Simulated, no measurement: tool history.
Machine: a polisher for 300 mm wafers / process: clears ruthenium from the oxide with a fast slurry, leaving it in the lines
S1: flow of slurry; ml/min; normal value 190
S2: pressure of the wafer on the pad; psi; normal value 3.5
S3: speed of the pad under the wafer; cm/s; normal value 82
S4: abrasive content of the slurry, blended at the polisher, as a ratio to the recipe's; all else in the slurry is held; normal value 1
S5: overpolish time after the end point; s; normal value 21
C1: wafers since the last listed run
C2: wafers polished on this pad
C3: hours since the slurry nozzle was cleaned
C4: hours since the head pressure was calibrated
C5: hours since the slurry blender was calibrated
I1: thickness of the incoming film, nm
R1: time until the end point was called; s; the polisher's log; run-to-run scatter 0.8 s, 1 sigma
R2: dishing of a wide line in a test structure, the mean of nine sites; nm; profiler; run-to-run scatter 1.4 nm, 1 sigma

| run | day | S1 | S2 | S3 | S4 | S5 | C1 | C2 | C3 | C4 | C5 | I1 | R1 | R2 |
|---|---|---|---|---|---|---|---|---|---|---|---|---|---|---|
| 1 | 0 | 190 | 3.5 | 82 | 1 | 21 | 0 | 460 | 501.1 | 882.8 | 409.2 | 220 | 63.9 | 58.6 |
| 2 | 3.467 | 190 | 3.5 | 82 | 1 | 21 | 672 | 1132 | 584.3 | 966 | 492.4 | 216.8 | 63.2 | 57.3 |
|  | 4.642 | slurry blender recalibrated |
|  | 5.321 | slurry nozzle cleaned |
| 3 | 7.75 | 190 | 3.5 | 82 | 1 | 21 | 806 | 1938 | 58.3 | 1068.8 | 74.6 | 222.2 | 64 | 57.1 |
| 4 | 10.196 | 190 | 3.5 | 82 | 1 | 21 | 474 | 2412 | 117 | 1127.5 | 133.3 | 218.1 | 64.5 | 57.2 |
| 5 | 13.454 | 190 | 3.8 | 82 | 1 | 21 | 631 | 3044 | 195.2 | 1205.7 | 211.5 | 224.4 | 60.8 | 62.1 |
|  | 13.942 | worn pad replaced by a new one, repeated, since the last time left the tool worse |
|  | 14.929 | head pressure recalibrated |
| 6 | 16.812 | 190 | 3.8 | 82 | 1 | 21 | 602 | 540 | 275.8 | 45.2 | 292.1 | 223.6 | 52.3 | 70.2 |
| 7 | 20.45 | 190 | 3.8 | 82 | 1 | 21 | 705 | 1245 | 363.1 | 132.5 | 379.4 | 222 | 52.6 | 70.8 |
| 8 | 23.6 | 190 | 3.5 | 82 | 1 | 21 | 610 | 1856 | 438.7 | 208.1 | 455 | 222.9 | 58.2 | 67 |
| 9 | 26.838 | 210 | 2.8 | 82 | 1 | 21 | 627 | 2483 | 516.4 | 285.8 | 532.7 | 218.2 | 69.6 | 53.1 |
|  | 27.7 | slurry nozzle cleaned |
|  | 28.05 | slurry blender recalibrated |
| 10 | 31.104 | 190 | 3.5 | 82 | 0.75 | 21 | 802 | 3286 | 81.7 | 388.2 | 73.3 | 218.4 | 64 | 60.1 |
| 11 | 33.729 | 220 | 3.5 | 102 | 1 | 21 | 508 | 3795 | 144.7 | 451.2 | 136.3 | 223 | 49.6 | 72.9 |
|  | 34.508 | worn pad replaced by a new one |
| 12 | 35.85 | 190 | 3.5 | 92 | 1 | 28 | 378 | 259 | 195.6 | 502.1 | 187.2 | 222 | 50.2 | 88.8 |
| 13 | 38.429 | 190 | 3.5 | 82 | 1.1 | 21 | 500 | 759 | 257.5 | 564 | 249.1 | 217.9 | 53.5 | 69 |
| 14 | 41.267 | 150 | 4.4 | 94 | 1.25 | 21 | 550 | 1310 | 325.6 | 632.1 | 317.2 | 219.8 | 38.2 | 89.2 |
| 15 | 44.529 | 170 | 2.7 | 82 | 0.9 | 21 | 632 | 1942 | 403.9 | 710.4 | 395.5 | 219.8 | 77.5 | 50.1 |
| 16 | 49.012 | 190 | 3.5 | 82 | 1 | 21 | 869 | 2811 | 511.5 | 818 | 503.1 | 219.2 | 57.2 | 65 |
|  | 52.529 | slurry nozzle cleaned |
|  | 52.858 | slurry blender recalibrated |
| 17 | 52.879 | 190 | 3.1 | 82 | 1.25 | 21 | 725 | 3537 | 8.4 | 910.8 | 0.5 | 222.2 | 62.2 | 60.2 |
| 18 | 57.054 | 245 | 4.4 | 82 | 1 | 31 | 809 | 4346 | 108.6 | 1011 | 100.7 | 221 | 46.4 | 99.9 |
|  | 58.158 | worn pad replaced by a new one |
| 19 | 60.95 | 190 | 3.5 | 82 | 1 | 21 | 722 | 541 | 202.1 | 1104.5 | 194.2 | 223.6 | 57.2 | 64.7 |
| 20 | 62.492 | 190 | 3.5 | 82 | 1 | 21 | 298 | 840 | 239.1 | 1141.5 | 231.2 | 220.2 | 55.4 | 63 |
| 21 | 64.017 | 190 | 3.1 | 82 | 1.25 | 21 | 295 | 1135 | 275.7 | 1178.1 | 267.8 | 222.2 | 59.7 | 63.9 |
| 22 | 67.112 | 220 | 3.5 | 82 | 1 | 21 | 600 | 1736 | 350 | 1252.4 | 342.1 | 220.6 | 54.9 | 65.4 |
| 23 | 69.654 | 215 | 3.9 | 82 | 0.85 | 32 | 492 | 2228 | 411 | 1313.4 | 403.1 | 216.5 | 50.7 | 92.7 |
| 24 | 72.838 | 190 | 4 | 94 | 0.8 | 8 | 617 | 2846 | 487.4 | 1389.8 | 479.5 | 218.3 | 48.4 | 31.8 |
|  | 72.996 | slurry nozzle cleaned |
| 25 | 76.288 | 145 | 3.5 | 60 | 1 | 32 | 660 | 3506 | 79 | 1472.6 | 562.3 | 219.6 | 74.7 | 69.2 |
|  | 76.583 | head pressure recalibrated |
|  | 79.562 | slurry blender recalibrated |
|  | 80.221 | worn pad replaced by a new one |
| 26 | 81.871 | 190 | 3.5 | 82 | 1 | 21 | 1017 | 319 | 213 | 126.9 | 55.4 | 218.9 | 54.9 | 67.2 |
| 27 | 83.5 | 190 | 3.5 | 82 | 1.3 | 21 | 315 | 635 | 252.1 | 166 | 94.5 | 216.6 | 49.4 | 68.5 |

What the log doesn't show, run by run:
slurry flow missing at the pad, %: 0 across all the runs
deviation of the head's pressure from its setpoint, %: 0 across all the runs
abrasive missing from the slurry, %: 0 across all the runs
H1: removal rate lost through wear of the pad, %
| run | H1 |
|---|---|
| 1 | 12.2 |
| 2 | 12.6 |
| 3 | 13.5 |
| 4 | 14.3 |
| 5 | 15.5 |
| 6 | 0.983 |
| 7 | 1.45 |
| 8 | 2.14 |
| 9 | 3.14 |
| 10 | 4.89 |
| 11 | 6.21 |
| 12 | 0.586 |
| 13 | 0.771 |
| 14 | 1.18 |
| 15 | 1.93 |
| 16 | 3.43 |
| 17 | 5.16 |
| 18 | 7.49 |
| 19 | 0.271 |
| 20 | 0.421 |
| 21 | 0.633 |
| 22 | 1.26 |
| 23 | 1.97 |
| 24 | 3.1 |
| 25 | 4.65 |
| 26 | 0.122 |
| 27 | 0.232 |

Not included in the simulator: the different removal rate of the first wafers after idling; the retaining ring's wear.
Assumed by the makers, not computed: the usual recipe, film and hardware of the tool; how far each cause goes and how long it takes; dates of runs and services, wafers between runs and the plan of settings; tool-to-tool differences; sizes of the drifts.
